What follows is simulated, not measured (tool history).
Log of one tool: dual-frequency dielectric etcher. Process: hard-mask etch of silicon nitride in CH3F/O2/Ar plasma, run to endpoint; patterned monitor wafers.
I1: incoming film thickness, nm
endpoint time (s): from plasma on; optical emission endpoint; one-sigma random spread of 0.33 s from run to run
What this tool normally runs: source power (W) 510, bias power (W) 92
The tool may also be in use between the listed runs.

Run 1, hour 0: usual settings but bias power (W) 97; I1 43.34. Result: endpoint time (s) 51.8.
Run 2, hour 31.2: usual settings but bias power (W) 97; I1 43.61. Result: endpoint time (s) 52.5.
Run 3, hour 64.7: usual settings but bias power (W) 97; I1 43.61. Result: endpoint time (s) 51.4.
Run 4, hour 97: usual settings; I1 43.35. Result: endpoint time (s) 51.9.
Run 5, hour 120.8: usual settings; I1 43.71. Result: endpoint time (s) 52.3.
At hour 153.3: wet clean of the chamber.
Run 6, hour 153.8: usual settings; I1 43.48. Result: endpoint time (s) 53.6.
Run 7, hour 159.3: usual settings but bias power (W) 104; I1 43.41. Result: endpoint time (s) 52.
Run 8, hour 171.8: usual settings but bias power (W) 97; I1 43.38. Result: endpoint time (s) 53.2.
Run 9, hour 198.8: usual settings but source power (W) 390, bias power (W) 111; I1 43.09. Result: endpoint time (s) 55.7.
At hour 211.1: bias power generator calibrated.
At hour 213.3: source power generator calibrated.
Run 10, hour 228: usual settings but source power (W) 630, bias power (W) 79; I1 43.28. Result: endpoint time (s) 50.8.
Run 11, hour 241: usual settings but bias power (W) 97; I1 43.1. Result: endpoint time (s) 52.3.
At hour 269.9: upper electrode replaced.
Run 12, hour 270.4: usual settings but source power (W) 630; I1 43.65. Result: endpoint time (s) 49.6.
Run 13, hour 301: usual settings but source power (W) 400, bias power (W) 113; I1 43.55. Result: endpoint time (s) 55.1.
Run 14, hour 319.7: usual settings; I1 43.26. Result: endpoint time (s) 52.6.
Run 15, hour 347.1: usual settings but bias power (W) 108; I1 43.13. Result: endpoint time (s) 50.1.

What was the tool's hidden state at every run in the log?
source power that arrives over what is set, %: 0 in every run
bias power that arrives over what is set, %: 0 in every run
H1: etch rate over this chamber's usual, %
run      H1
  1    3.05
  2    3.32
  3     3.6
  4    3.88
  5    4.08
  6  0.0892
  7   0.136
  8   0.242
  9   0.471
 10   0.718
 11   0.828
 12    1.08
 13    1.34
 14     1.5
 15    1.73
